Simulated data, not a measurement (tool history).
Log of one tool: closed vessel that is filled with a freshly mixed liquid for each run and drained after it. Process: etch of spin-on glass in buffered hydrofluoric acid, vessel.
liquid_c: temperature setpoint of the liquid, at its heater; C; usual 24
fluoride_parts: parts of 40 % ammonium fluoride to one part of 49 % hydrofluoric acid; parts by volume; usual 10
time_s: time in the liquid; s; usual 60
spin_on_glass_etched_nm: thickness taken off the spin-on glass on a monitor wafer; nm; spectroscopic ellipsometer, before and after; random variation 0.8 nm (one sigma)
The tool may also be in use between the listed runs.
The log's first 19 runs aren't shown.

run   hour  liquid_c  fluoride_parts  time_s  wafers since the last listed run  hours since the thermometer was replaced  hours since the hydrofluoric acid flow meter was replaced  hours since the gauge calibration  read-back film thickness of the spin-on glass reference wafer, read on the same gauge (nm)  spin_on_glass_etched_nm
 20  234.5        24              10      60                               627                                        48                                                     2623.7                              224.5                                                                                       90.03                   151.63
 21  252.4      28.5               7      70                              1195                                      65.9                                                     2641.6                              242.4                                                                                       89.99                   314.57
     255.9  -- hydrofluoric acid flow meter replaced
 22  265.1        28             7.5      30                               781                                      78.6                                                        9.2                              255.1                                                                                       90.02                   121.81
 23    280        24              10      60                               995                                      93.5                                                       24.1                                270                                                                                       89.98                   149.24
 24  287.4        20            13.5      75                               494                                     100.9                                                       31.5                              277.4                                                                                          90                   112.63
 25  295.4        24               8      30                               534                                     108.9                                                       39.5                              285.4                                                                                       89.94                    91.01
 26  311.4        24              10      60                              1068                                     124.9                                                       55.5                              301.4                                                                                       90.01                   148.51
 27  323.8      22.5            12.5      30                               828                                     137.3                                                       67.9                              313.8                                                                                       90.02                    56.16
 28  331.2        24              10      60                               494                                     144.7                                                       75.3                              321.2                                                                                       89.96                   149.85
 29  342.1        24            11.5      60                               728                                     155.6                                                       86.2                              332.1                                                                                       90.02                   131.82
 30  351.2        27               6      60                               607                                     164.7                                                       95.3                              341.2                                                                                       89.99                   284.45
 31    366        24            13.5      60                               988                                     179.5                                                      110.1                                356                                                                                       89.99                   112.76
 32  374.8      20.5             6.5      60                               587                                     188.3                                                      118.9                              364.8                                                                                       90.05                   186.58

Forecast each of these 5 alternatives for the next run:
  A  375.5        20              10      60                                46                                       189                                                      119.6                              365.5                                                                                           ?                        ?
  B  375.5        29              14      30                                46                                       189                                                      119.6                              365.5                                                                                           ?                        ?
  C  375.5        21            12.5      85                                46                                       189                                                      119.6                              365.5                                                                                           ?                        ?
  D  375.5        19               9      85                                46                                       189                                                      119.6                              365.5                                                                                           ?                        ?
  E  375.5      20.5              10      60                                46                                       189                                                      119.6                              365.5                                                                                           ?                        ?

run  read-back film thickness of the spin-on glass reference wafer, read on the same gauge (nm)  spin_on_glass_etched_nm
  A                                                                                       89.99                   120.98
  B                                                                                       89.99                    71.05
  C                                                                                       89.99                   145.75
  D                                                                                       89.99                   173.14
  E                                                                                       89.99                   124.41
Without the tool's hidden state the same runs would have given:
run  spin_on_glass_etched_nm
  A                   120.98
  B                    71.05
  C                   145.75
  D                   173.14
  E                   124.41

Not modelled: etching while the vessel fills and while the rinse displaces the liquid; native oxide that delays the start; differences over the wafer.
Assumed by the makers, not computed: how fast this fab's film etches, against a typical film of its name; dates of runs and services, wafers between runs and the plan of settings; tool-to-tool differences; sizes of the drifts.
